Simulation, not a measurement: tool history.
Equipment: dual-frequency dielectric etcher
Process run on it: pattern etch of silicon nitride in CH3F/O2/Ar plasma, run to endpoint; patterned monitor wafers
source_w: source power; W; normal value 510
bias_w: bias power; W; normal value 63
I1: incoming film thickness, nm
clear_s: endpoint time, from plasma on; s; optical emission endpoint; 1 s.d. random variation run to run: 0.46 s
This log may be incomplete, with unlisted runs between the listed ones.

run 1 hour=0 | source_w=560 bias_w=63 | I1=38.61 | clear_s=50.7
run 2 hour=58.3 | source_w=560 bias_w=63 | I1=39.14 | clear_s=51.6
run 3 hour=161.6 | source_w=510 bias_w=54 | I1=38.61 | clear_s=56
run 4 hour=254.5 | source_w=510 bias_w=54 | I1=38.6 | clear_s=57.5
-- hour=342.6 wet clean of the chamber
run 5 hour=343.1 | source_w=510 bias_w=54 | I1=38.16 | clear_s=53.8
run 6 hour=419.5 | source_w=600 bias_w=63 | I1=38.73 | clear_s=48.3
run 7 hour=480.4 | source_w=600 bias_w=63 | I1=37.97 | clear_s=48
-- hour=494.2 bias power generator calibrated
run 8 hour=563.6 | source_w=510 bias_w=70 | I1=38.81 | clear_s=51.2
run 9 hour=633.4 | source_w=510 bias_w=63 | I1=38.44 | clear_s=52.9
-- hour=684.7 source power generator calibrated
run 10 hour=695 | source_w=560 bias_w=76 | I1=38.29 | clear_s=47.1
run 11 hour=735.1 | source_w=510 bias_w=68 | I1=38.66 | clear_s=52.4
run 12 hour=816.2 | source_w=460 bias_w=57 | I1=38.49 | clear_s=58.4
run 13 hour=879.4 | source_w=510 bias_w=63 | I1=38.61 | clear_s=54.7
-- hour=931.9 wet clean of the chamber
-- hour=950.3 upper electrode replaced
run 14 hour=984.6 | source_w=550 bias_w=63 | I1=38.38 | clear_s=51.3
run 15 hour=1033.2 | source_w=590 bias_w=49 | I1=38.56 | clear_s=54
run 16 hour=1080.5 | source_w=630 bias_w=70 | I1=39.02 | clear_s=47.6
run 17 hour=1123.1 | source_w=560 bias_w=75 | I1=38.62 | clear_s=48.1
run 18 hour=1197.9 | source_w=510 bias_w=63 | I1=38 | clear_s=52.5

Predict each of these 5 candidate next runs independently; none follows another, all start after run 18:
run A hour=1198.3 | source_w=510 bias_w=63 | I1=38.55 | clear_s=?
run B hour=1198.3 | source_w=390 bias_w=67 | I1=38.55 | clear_s=?
run C hour=1198.3 | source_w=510 bias_w=59 | I1=38.55 | clear_s=?
run D hour=1198.3 | source_w=390 bias_w=50 | I1=38.55 | clear_s=?
run E hour=1198.3 | source_w=450 bias_w=63 | I1=38.55 | clear_s=?

run=A clear_s=53.2
run=B clear_s=59.3
run=C clear_s=54.6
run=D clear_s=66.5
run=E clear_s=56.5
Stripped of hidden state, with their random variation kept, the same runs would have yielded:
run=A clear_s=51.5
run=B clear_s=57.3
run=C clear_s=52.8
run=D clear_s=64.3
run=E clear_s=54.7

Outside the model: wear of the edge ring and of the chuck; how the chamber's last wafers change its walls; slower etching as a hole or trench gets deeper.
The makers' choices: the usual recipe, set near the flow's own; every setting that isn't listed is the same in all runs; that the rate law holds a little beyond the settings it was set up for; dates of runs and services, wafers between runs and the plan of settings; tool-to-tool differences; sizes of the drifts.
